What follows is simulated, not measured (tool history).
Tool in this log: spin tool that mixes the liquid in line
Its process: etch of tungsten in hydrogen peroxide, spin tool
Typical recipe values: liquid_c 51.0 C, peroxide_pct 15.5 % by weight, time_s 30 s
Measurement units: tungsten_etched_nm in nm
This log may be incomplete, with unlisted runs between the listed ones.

run	hour	liquid_c	peroxide_pct	time_s	read-back film thickness of the tungsten reference wafer, read on the same gauge (nm)	tungsten_etched_nm
1	0.0	51.0	15.5	35	109.97	89.21
2	78.8	51.0	15.5	35	109.99	88.96
# hour 83.5: heated supply line repaired
3	103.7	60.0	18.0	20	110.02	93.57
4	127.8	55.5	13.0	40	110.00	121.54
5	150.3	53.5	19.5	50	110.03	166.18
6	181.0	51.0	15.5	30	109.99	76.77
7	203.4	51.0	15.5	30	110.02	76.27
8	243.0	42.5	15.5	40	110.01	60.04
# hour 341.5: thermometer replaced
9	345.6	51.0	15.5	30	110.02	75.92
10	376.0	51.0	17.5	20	109.98	53.81
# hour 397.4: peroxide flow meter replaced
11	399.6	51.0	19.0	30	109.98	84.35
12	423.1	51.0	15.5	30	110.01	76.59
13	442.4	51.0	15.5	30	109.97	76.28
# hour 457.3: new drum of peroxide connected
14	474.9	48.0	17.5	20	109.94	45.67
15	558.7	44.5	19.0	15	109.95	28.51
16	589.6	51.0	19.5	30	110.00	87.04
17	605.9	46.0	15.5	40	110.00	75.40
18	635.9	45.0	18.5	45	110.02	86.84
19	650.1	55.0	15.5	30	109.99	97.85
20	662.8	57.0	15.5	30	109.98	110.38
21	684.4	55.0	15.5	50	110.01	164.52
22	757.9	54.5	18.5	15	109.98	52.20
23	781.3	51.0	12.0	15	110.00	33.89
24	813.4	59.5	12.5	15	110.01	57.05
25	844.9	51.0	15.5	50	110.04	128.56

Below, each run's measurement less what the same run would have read without the hidden state. Both values contain the same run-to-run variation, but the gauge's scatter may not be the same in both:
The hidden state here: liquid colder than its thermometer reads (K); peroxide flow above the setpoint (%); temperature lost on the way to the wafer (K); peroxide weaker than its label (%); gauge reads high (%).
run	tungsten_etched_nm
1	-1.24
2	-1.32
3	-1.42
4	-1.89
5	-2.62
6	-1.25
7	-1.26
8	-1.03
9	-1.40
10	-1.01
11	-1.61
12	-1.49
13	-1.50
14	-0.06
15	-0.07
16	-0.24
17	-0.23
18	-0.29
19	-0.35
20	-0.41
21	-0.66
22	-0.26
23	-0.18
24	-0.32
25	-0.78
